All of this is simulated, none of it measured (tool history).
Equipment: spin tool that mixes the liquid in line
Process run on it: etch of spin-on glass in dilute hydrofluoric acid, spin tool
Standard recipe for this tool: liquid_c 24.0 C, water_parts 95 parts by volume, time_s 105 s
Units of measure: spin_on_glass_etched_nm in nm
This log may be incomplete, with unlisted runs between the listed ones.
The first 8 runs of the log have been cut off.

| run | day | liquid_c | water_parts | time_s | wafers since the last listed run | hours since the thermometer was replaced | hours since the hydrofluoric acid flow meter was replaced | hours since the gauge calibration | read-back film thickness of the spin-on glass reference wafer, read on the same gauge (nm) | spin_on_glass_etched_nm |
|---|---|---|---|---|---|---|---|---|---|---|
|  | 4.250 | thermometer replaced, repeated, since the last time left the tool worse |
| 9 | 4.454 | 24.0 | 95 | 105 | 167 | 4.9 | 43.6 | 484.2 | 69.99 | 42.73 |
| 10 | 5.117 | 24.0 | 95 | 105 | 179 | 20.8 | 59.5 | 500.1 | 70.00 | 42.40 |
| 11 | 5.833 | 29.0 | 50 | 50 | 194 | 38.0 | 76.7 | 517.3 | 70.01 | 49.77 |
| 12 | 6.108 | 21.5 | 95 | 105 | 74 | 44.6 | 83.3 | 523.9 | 70.00 | 38.35 |
|  | 6.492 | gauge calibrated |
| 13 | 6.529 | 22.0 | 95 | 105 | 114 | 54.7 | 93.4 | 0.9 | 70.00 | 39.19 |
| 14 | 6.875 | 24.0 | 95 | 105 | 93 | 63.0 | 101.7 | 9.2 | 69.97 | 42.38 |
| 15 | 7.133 | 26.0 | 80 | 75 | 70 | 69.2 | 107.9 | 15.4 | 70.00 | 40.03 |
| 16 | 7.492 | 24.0 | 50 | 45 | 97 | 77.8 | 116.5 | 24.0 | 69.99 | 36.62 |
| 17 | 7.825 | 21.0 | 75 | 105 | 90 | 85.8 | 124.5 | 32.0 | 70.02 | 48.88 |
| 18 | 8.567 | 26.5 | 95 | 165 | 201 | 103.6 | 142.3 | 49.8 | 70.01 | 73.79 |
| 19 | 9.238 | 24.0 | 80 | 50 | 182 | 119.7 | 158.4 | 65.9 | 70.05 | 24.53 |
| 20 | 9.975 | 20.0 | 95 | 140 | 200 | 137.4 | 176.1 | 83.6 | 69.99 | 48.47 |
| 21 | 10.371 | 26.0 | 135 | 105 | 107 | 146.9 | 185.6 | 93.1 | 70.01 | 30.91 |
| 22 | 10.638 | 21.5 | 135 | 105 | 72 | 153.3 | 192.0 | 99.5 | 70.04 | 26.11 |
| 23 | 11.100 | 24.0 | 95 | 105 | 125 | 164.4 | 203.1 | 110.6 | 70.05 | 42.41 |
| 24 | 11.600 | 26.5 | 75 | 145 | 135 | 176.4 | 215.1 | 122.6 | 69.99 | 84.48 |
| 25 | 11.996 | 26.5 | 110 | 125 | 107 | 185.9 | 224.6 | 132.1 | 70.03 | 47.49 |
| 26 | 12.700 | 29.0 | 120 | 60 | 191 | 202.8 | 241.5 | 149.0 | 69.97 | 22.73 |
| 27 | 13.192 | 19.5 | 75 | 150 | 133 | 214.6 | 253.3 | 160.8 | 69.98 | 65.76 |
| 28 | 13.533 | 26.5 | 55 | 130 | 92 | 222.8 | 261.5 | 169.0 | 70.00 | 107.05 |
| 29 | 14.125 | 24.0 | 95 | 105 | 160 | 237.0 | 275.7 | 183.2 | 69.98 | 42.49 |
| 30 | 14.792 | 24.0 | 95 | 105 | 180 | 253.0 | 291.7 | 199.2 | 69.98 | 42.98 |
| 31 | 15.254 | 28.0 | 70 | 125 | 125 | 264.1 | 302.8 | 210.3 | 69.98 | 83.20 |
| 32 | 15.525 | 24.0 | 95 | 105 | 73 | 270.6 | 309.3 | 216.8 | 70.01 | 42.66 |
| 33 | 16.121 | 24.0 | 135 | 105 | 161 | 284.9 | 323.6 | 231.1 | 69.96 | 28.80 |

Each row is a separate what-if for the run after 33, all from the same tool condition, not one after another. Results?
| A | 16.138 | 24.0 | 95 | 105 | 4 | 285.3 | 324.0 | 231.5 | ? | ? |
| B | 16.138 | 24.0 | 95 | 60 | 4 | 285.3 | 324.0 | 231.5 | ? | ? |
| C | 16.138 | 24.0 | 95 | 50 | 4 | 285.3 | 324.0 | 231.5 | ? | ? |
| D | 16.138 | 24.0 | 135 | 155 | 4 | 285.3 | 324.0 | 231.5 | ? | ? |
| E | 16.138 | 27.0 | 55 | 140 | 4 | 285.3 | 324.0 | 231.5 | ? | ? |

| run | read-back film thickness of the spin-on glass reference wafer, read on the same gauge (nm) | spin_on_glass_etched_nm |
|---|---|---|
| A | 70.00 | 42.83 |
| B | 70.00 | 24.48 |
| C | 70.00 | 20.40 |
| D | 70.00 | 42.39 |
| E | 70.00 | 117.24 |
Without the tool's unlogged condition, the same runs would have read:
| run | spin_on_glass_etched_nm |
|---|---|
| A | 42.36 |
| B | 24.21 |
| C | 20.17 |
| D | 41.94 |
| E | 115.93 |
